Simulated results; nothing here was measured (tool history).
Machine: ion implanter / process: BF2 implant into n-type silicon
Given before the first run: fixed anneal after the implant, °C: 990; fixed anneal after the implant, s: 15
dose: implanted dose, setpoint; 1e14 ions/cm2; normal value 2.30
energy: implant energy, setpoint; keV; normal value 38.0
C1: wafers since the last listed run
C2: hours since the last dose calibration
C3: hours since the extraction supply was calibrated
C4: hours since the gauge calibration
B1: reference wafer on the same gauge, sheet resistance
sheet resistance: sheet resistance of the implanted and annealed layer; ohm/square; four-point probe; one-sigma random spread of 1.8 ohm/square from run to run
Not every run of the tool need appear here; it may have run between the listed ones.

Run 1, hour 0.0: usual settings; C1 0; C2 680.4; C3 4002.2; C4 736.5; B1 487.45. Result: sheet resistance 451.84 ohm/square.
Run 2, hour 66.3: usual settings; C1 1103; C2 746.7; C3 4068.5; C4 802.8; B1 486.94. Result: sheet resistance 452.56 ohm/square.
Run 3, hour 109.8: usual settings; C1 724; C2 790.2; C3 4112.0; C4 846.3; B1 487.12. Result: sheet resistance 450.50 ohm/square.
Run 4, hour 200.7: usual settings; C1 1513; C2 881.1; C3 4202.9; C4 937.2; B1 487.41. Result: sheet resistance 450.54 ohm/square.
At hour 256.0: gauge calibrated.
Run 5, hour 268.0: usual settings; C1 1120; C2 948.4; C3 4270.2; C4 12.0; B1 487.04. Result: sheet resistance 453.01 ohm/square.
Run 6, hour 337.8: usual settings; C1 1162; C2 1018.2; C3 4340.0; C4 81.8; B1 487.14. Result: sheet resistance 455.38 ohm/square.
Run 7, hour 409.3: usual settings; C1 1190; C2 1089.7; C3 4411.5; C4 153.3; B1 487.07. Result: sheet resistance 453.37 ohm/square.
Run 8, hour 503.1: usual settings; C1 1561; C2 1183.5; C3 4505.3; C4 247.1; B1 486.63. Result: sheet resistance 449.55 ohm/square.
Run 9, hour 601.5: usual settings; C1 1638; C2 1281.9; C3 4603.7; C4 345.5; B1 486.57. Result: sheet resistance 453.39 ohm/square.
Run 10, hour 691.4: usual settings but energy 33.0 keV; C1 1496; C2 1371.8; C3 4693.6; C4 435.4; B1 487.15. Result: sheet resistance 452.70 ohm/square.
Run 11, hour 728.0: usual settings but dose 1.78 1e14 ions/cm2; C1 609; C2 1408.4; C3 4730.2; C4 472.0; B1 487.11. Result: sheet resistance 554.80 ohm/square.
Run 12, hour 818.0: usual settings but dose 1.78 1e14 ions/cm2; C1 1498; C2 1498.4; C3 4820.2; C4 562.0; B1 487.49. Result: sheet resistance 555.27 ohm/square.
Run 13, hour 907.2: usual settings but dose 2.82 1e14 ions/cm2, energy 46.5 keV; C1 1485; C2 1587.6; C3 4909.4; C4 651.2; B1 486.89. Result: sheet resistance 377.16 ohm/square.
Run 14, hour 1004.6: usual settings but dose 2.11 1e14 ions/cm2; C1 1621; C2 1685.0; C3 5006.8; C4 748.6; B1 487.03. Result: sheet resistance 482.48 ohm/square.
At hour 1025.2: extraction supply calibrated.
At hour 1032.5: Faraday cup replaced and dose calibrated.
Run 15, hour 1097.4: usual settings but dose 2.96 1e14 ions/cm2, energy 28.0 keV; C1 1290; C2 64.9; C3 72.2; C4 841.4; B1 487.22. Result: sheet resistance 372.70 ohm/square.
At hour 1242.2: gauge calibrated.
Run 16, hour 1254.5: usual settings; C1 2615; C2 222.0; C3 229.3; C4 12.3; B1 487.57. Result: sheet resistance 447.29 ohm/square.
Run 17, hour 1310.8: usual settings but dose 1.69 1e14 ions/cm2, energy 31.5 keV; C1 937; C2 278.3; C3 285.6; C4 68.6; B1 486.84. Result: sheet resistance 581.41 ohm/square.
Run 18, hour 1416.2: usual settings but dose 2.06 1e14 ions/cm2; C1 1754; C2 383.7; C3 391.0; C4 174.0; B1 487.40. Result: sheet resistance 490.35 ohm/square.
Run 19, hour 1465.5: usual settings but dose 2.62 1e14 ions/cm2, energy 42.5 keV; C1 820; C2 433.0; C3 440.3; C4 223.3; B1 486.73. Result: sheet resistance 404.17 ohm/square.
Run 20, hour 1514.6: usual settings but energy 45.0 keV; C1 817; C2 482.1; C3 489.4; C4 272.4; B1 486.28. Result: sheet resistance 443.90 ohm/square.
Run 21, hour 1579.2: usual settings; C1 1075; C2 546.7; C3 554.0; C4 337.0; B1 486.80. Result: sheet resistance 451.35 ohm/square.
Run 22, hour 1684.1: usual settings but energy 34.5 keV; C1 1746; C2 651.6; C3 658.9; C4 441.9; B1 486.76. Result: sheet resistance 455.12 ohm/square.
Run 23, hour 1770.1: usual settings but dose 2.02 1e14 ions/cm2, energy 29.0 keV; C1 1431; C2 737.6; C3 744.9; C4 527.9; B1 487.52. Result: sheet resistance 511.01 ohm/square.
Run 24, hour 1837.9: usual settings but dose 2.51 1e14 ions/cm2, energy 31.5 keV; C1 1128; C2 805.4; C3 812.7; C4 595.7; B1 487.26. Result: sheet resistance 427.51 ohm/square.

Predict each of these 4 candidate next runs independently; none follows another, all start after run 24:
Run A, hour 1838.3: usual settings; C1 6; C2 805.8; C3 813.1; C4 596.1; B1 ?. Result: sheet resistance ?.
Run B, hour 1838.3: usual settings but dose 1.73 1e14 ions/cm2, energy 51.5 keV; C1 6; C2 805.8; C3 813.1; C4 596.1; B1 ?. Result: sheet resistance ?.
Run C, hour 1838.3: usual settings but dose 2.77 1e14 ions/cm2, energy 31.0 keV; C1 6; C2 805.8; C3 813.1; C4 596.1; B1 ?. Result: sheet resistance ?.
Run D, hour 1838.3: usual settings but dose 1.81 1e14 ions/cm2; C1 6; C2 805.8; C3 813.1; C4 596.1; B1 ?. Result: sheet resistance ?.

run      B1  sheet resistance
  A  487.49            456.17
  B  487.49            550.70
  C  487.49            395.79
  D  487.49            550.50
Take away the tool's hidden state, keep each run's random variation, and the runs would have read:
run  sheet resistance
  A            456.17
  B            550.70
  C            395.79
  D            550.50
